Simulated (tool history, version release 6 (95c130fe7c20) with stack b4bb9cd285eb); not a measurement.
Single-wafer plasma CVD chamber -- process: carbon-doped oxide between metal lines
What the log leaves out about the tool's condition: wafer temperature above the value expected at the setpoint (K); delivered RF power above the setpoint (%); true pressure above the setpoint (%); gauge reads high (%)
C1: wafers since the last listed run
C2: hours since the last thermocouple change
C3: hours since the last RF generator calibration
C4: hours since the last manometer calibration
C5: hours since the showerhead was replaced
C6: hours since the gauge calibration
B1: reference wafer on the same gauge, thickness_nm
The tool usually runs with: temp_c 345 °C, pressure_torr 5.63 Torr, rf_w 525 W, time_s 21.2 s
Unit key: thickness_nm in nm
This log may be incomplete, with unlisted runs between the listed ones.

Run 1, day 0: usual settings but temp_c 350 °C, pressure_torr 6.33 Torr; C1 0; C2 1026.8; C3 1214; C4 1904; C5 3708.5; C6 26.4; B1 105.976. Result: thickness_nm 110.94 nm.
Run 2, day 2.058: usual settings; C1 639; C2 1076.2; C3 1263.4; C4 1953.4; C5 3757.9; C6 75.8; B1 106.041. Result: thickness_nm 111.311 nm.
Run 3, day 2.538: usual settings; C1 148; C2 1087.7; C3 1274.9; C4 1964.9; C5 3769.4; C6 87.3; B1 106.023. Result: thickness_nm 111.216 nm.
Run 4, day 3.175: usual settings; C1 198; C2 1103; C3 1290.2; C4 1980.2; C5 3784.7; C6 102.6; B1 105.991. Result: thickness_nm 110.887 nm.
At day 3.729: capacitance manometer re-zeroed and calibrated.
At day 4.046: RF generator calibrated.
Run 5, day 4.067: usual settings; C1 75; C2 1124.4; C3 0.5; C4 8.1; C5 3806.1; C6 124; B1 105.997. Result: thickness_nm 111.508 nm.
Run 6, day 5.65: usual settings; C1 492; C2 1162.4; C3 38.5; C4 46.1; C5 3844.1; C6 162; B1 106.017. Result: thickness_nm 111.301 nm.
Run 7, day 6.012: usual settings; C1 112; C2 1171.1; C3 47.2; C4 54.8; C5 3852.8; C6 170.7; B1 105.982. Result: thickness_nm 111.162 nm.
Run 8, day 6.492: usual settings; C1 148; C2 1182.6; C3 58.7; C4 66.3; C5 3864.3; C6 182.2; B1 106.025. Result: thickness_nm 111.156 nm.
Run 9, day 6.888: usual settings; C1 123; C2 1192.1; C3 68.2; C4 75.8; C5 3873.8; C6 191.7; B1 106.006. Result: thickness_nm 111.383 nm.
Run 10, day 7.362: usual settings; C1 147; C2 1203.5; C3 79.6; C4 87.2; C5 3885.2; C6 203.1; B1 106.008. Result: thickness_nm 111.604 nm.
At day 8: thermocouple changed; heater temperature recalibrated.
Run 11, day 8.021: usual settings but temp_c 334 °C; C1 101; C2 0.5; C3 95.4; C4 103; C5 3901; C6 218.9; B1 105.998. Result: thickness_nm 113.764 nm.
Run 12, day 8.283: usual settings but pressure_torr 5.2 Torr, rf_w 625 W; C1 81; C2 6.8; C3 101.7; C4 109.3; C5 3907.3; C6 225.2; B1 106.015. Result: thickness_nm 114.62 nm.
Run 13, day 8.733: usual settings but temp_c 334 °C, pressure_torr 6.38 Torr, rf_w 475 W; C1 139; C2 17.6; C3 112.5; C4 120.1; C5 3918.1; C6 236; B1 105.952. Result: thickness_nm 111.832 nm.
Run 14, day 9.138: usual settings but temp_c 341 °C, pressure_torr 6.52 Torr, time_s 18.1 s; C1 125; C2 27.3; C3 122.2; C4 129.8; C5 3927.8; C6 245.7; B1 106.004. Result: thickness_nm 96.66 nm.
At day 9.762: showerhead replaced, of another model than before.
Run 15, day 9.783: usual settings but rf_w 605 W, time_s 17.1 s; C1 97; C2 42.8; C3 137.7; C4 145.3; C5 0.5; C6 261.2; B1 106.036. Result: thickness_nm 91.019 nm.
Run 16, day 10.092: usual settings but pressure_torr 4.65 Torr, rf_w 600 W; C1 95; C2 50.2; C3 145.1; C4 152.7; C5 7.9; C6 268.6; B1 105.985. Result: thickness_nm 107.788 nm.
Run 17, day 10.5: usual settings; C1 126; C2 60; C3 154.9; C4 162.5; C5 17.7; C6 278.4; B1 106.029. Result: thickness_nm 109.099 nm.
Run 18, day 11.221: usual settings; C1 224; C2 77.3; C3 172.2; C4 179.8; C5 35; C6 295.7; B1 106.025. Result: thickness_nm 109.349 nm.
Run 19, day 11.508: usual settings but pressure_torr 5.06 Torr; C1 89; C2 84.2; C3 179.1; C4 186.7; C5 41.9; C6 302.6; B1 105.962. Result: thickness_nm 106.791 nm.
Run 20, day 12.121: usual settings but time_s 22.3 s; C1 190; C2 98.9; C3 193.8; C4 201.4; C5 56.6; C6 317.3; B1 106.053. Result: thickness_nm 115.131 nm.
At day 12.225: gauge calibrated.
Run 21, day 12.45: usual settings; C1 102; C2 106.8; C3 201.7; C4 209.3; C5 64.5; C6 5.4; B1 106.05. Result: thickness_nm 109.213 nm.
Run 22, day 12.908: usual settings but rf_w 470 W, time_s 23.8 s; C1 142; C2 117.8; C3 212.7; C4 220.3; C5 75.5; C6 16.4; B1 105.991. Result: thickness_nm 120.336 nm.
Run 23, day 13.521: usual settings but pressure_torr 6.61 Torr, time_s 18.8 s; C1 190; C2 132.5; C3 227.4; C4 235; C5 90.2; C6 31.1; B1 106.019. Result: thickness_nm 99.402 nm.
Run 24, day 14.033: usual settings; C1 159; C2 144.8; C3 239.7; C4 247.3; C5 102.5; C6 43.4; B1 106.027. Result: thickness_nm 109.572 nm.
Run 25, day 14.471: usual settings but rf_w 560 W, time_s 19.8 s; C1 136; C2 155.3; C3 250.2; C4 257.8; C5 113; C6 53.9; B1 105.981. Result: thickness_nm 104.068 nm.
Run 26, day 15.112: usual settings but temp_c 359 °C, pressure_torr 4.72 Torr, rf_w 440 W; C1 199; C2 170.7; C3 265.6; C4 273.2; C5 128.4; C6 69.3; B1 106.031. Result: thickness_nm 97.277 nm.
Run 27, day 15.817: usual settings but time_s 19.5 s; C1 218; C2 187.6; C3 282.5; C4 290.1; C5 145.3; C6 86.2; B1 106.016. Result: thickness_nm 100.782 nm.
Run 28, day 16.138: usual settings; C1 99; C2 195.3; C3 290.2; C4 297.8; C5 153; C6 93.9; B1 105.992. Result: thickness_nm 109.729 nm.

Predict each of these 4 candidate next runs independently; none follows another, all start after run 28:
Run A, day 16.154: usual settings; C1 5; C2 195.7; C3 290.6; C4 298.2; C5 153.4; C6 94.3; B1 ?. Result: thickness_nm ?.
Run B, day 16.154: usual settings but pressure_torr 6.32 Torr; C1 5; C2 195.7; C3 290.6; C4 298.2; C5 153.4; C6 94.3; B1 ?. Result: thickness_nm ?.
Run C, day 16.154: usual settings but temp_c 333 °C, rf_w 425 W, time_s 24.2 s; C1 5; C2 195.7; C3 290.6; C4 298.2; C5 153.4; C6 94.3; B1 ?. Result: thickness_nm ?.
Run D, day 16.154: usual settings but temp_c 340 °C, time_s 17.5 s; C1 5; C2 195.7; C3 290.6; C4 298.2; C5 153.4; C6 94.3; B1 ?. Result: thickness_nm ?.

run       B1  thickness_nm
  A  105.965       109.407
  B  105.965       111.379
  C  105.965        124.66
  D  105.965        92.128
Stripped of hidden state, with their random variation kept, the same runs would have yielded:
run  thickness_nm
  A       109.209
  B       111.177
  C       124.406
  D        91.945
